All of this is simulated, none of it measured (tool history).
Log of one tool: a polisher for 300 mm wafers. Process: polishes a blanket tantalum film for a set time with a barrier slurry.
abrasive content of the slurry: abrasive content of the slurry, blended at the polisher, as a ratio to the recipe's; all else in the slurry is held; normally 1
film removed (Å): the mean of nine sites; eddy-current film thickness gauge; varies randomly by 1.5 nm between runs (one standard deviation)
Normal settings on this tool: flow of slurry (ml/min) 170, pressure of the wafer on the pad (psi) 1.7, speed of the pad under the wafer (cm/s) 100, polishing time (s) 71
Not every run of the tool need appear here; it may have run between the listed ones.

run	day	flow of slurry (ml/min)	pressure of the wafer on the pad (psi)	speed of the pad under the wafer (cm/s)	abrasive content of the slurry	polishing time (s)	wafers since the last listed run	wafers polished on this pad	hours since the slurry nozzle was cleaned	hours since the head pressure was calibrated	hours since the slurry blender was calibrated	incoming thickness of the incoming film, nm	film removed (Å)
1	0	190	1.7	100	1	71	0	958	244.2	690.8	85.6	447.9	946
# day 3.612: worn pad replaced by a new one
# day 5.575: slurry blender recalibrated
2	7.971	190	1.7	100	1	71	915	506	435.5	882.1	57.5	454.1	991
3	10.108	170	1.7	100	1	71	253	760	486.8	933.4	108.8	452.9	965
4	11.946	155	1.7	100	1	71	217	977	530.9	977.5	152.9	454.3	949
# day 14.321: worn pad replaced by a new one
# day 14.65: slurry blender recalibrated
5	14.925	170	1.7	100	1	61	323	61	602.4	1049	6.6	449.2	871
# day 15.767: head pressure recalibrated
6	16.138	170	1.7	100	1	71	133	195	631.5	8.9	35.7	451.3	1005
7	17.2	170	1.7	100	1	71	125	321	657	34.4	61.2	452.9	1014
8	19.854	170	1.7	100	1	71	314	636	720.7	98.1	124.9	453	995
9	21.783	170	1.7	100	1.2	71	228	864	767	144.4	171.2	449.2	1007
# day 23.804: slurry blender recalibrated
10	23.825	185	1.1	100	1	71	232	1097	816	193.4	0.5	455.9	621

What will run 11 give?
# day 25.392: worn pad replaced by a new one
# day 25.521: slurry nozzle cleaned
11	28.55	190	1.7	124	1	71	535	369	72.7	306.8	113.9	450.1	?

Run 11 measured film removed (Å) 1245.
Were there no unlogged condition in the tool, this run, its random variation unchanged, would have produced film removed (Å) 1271.

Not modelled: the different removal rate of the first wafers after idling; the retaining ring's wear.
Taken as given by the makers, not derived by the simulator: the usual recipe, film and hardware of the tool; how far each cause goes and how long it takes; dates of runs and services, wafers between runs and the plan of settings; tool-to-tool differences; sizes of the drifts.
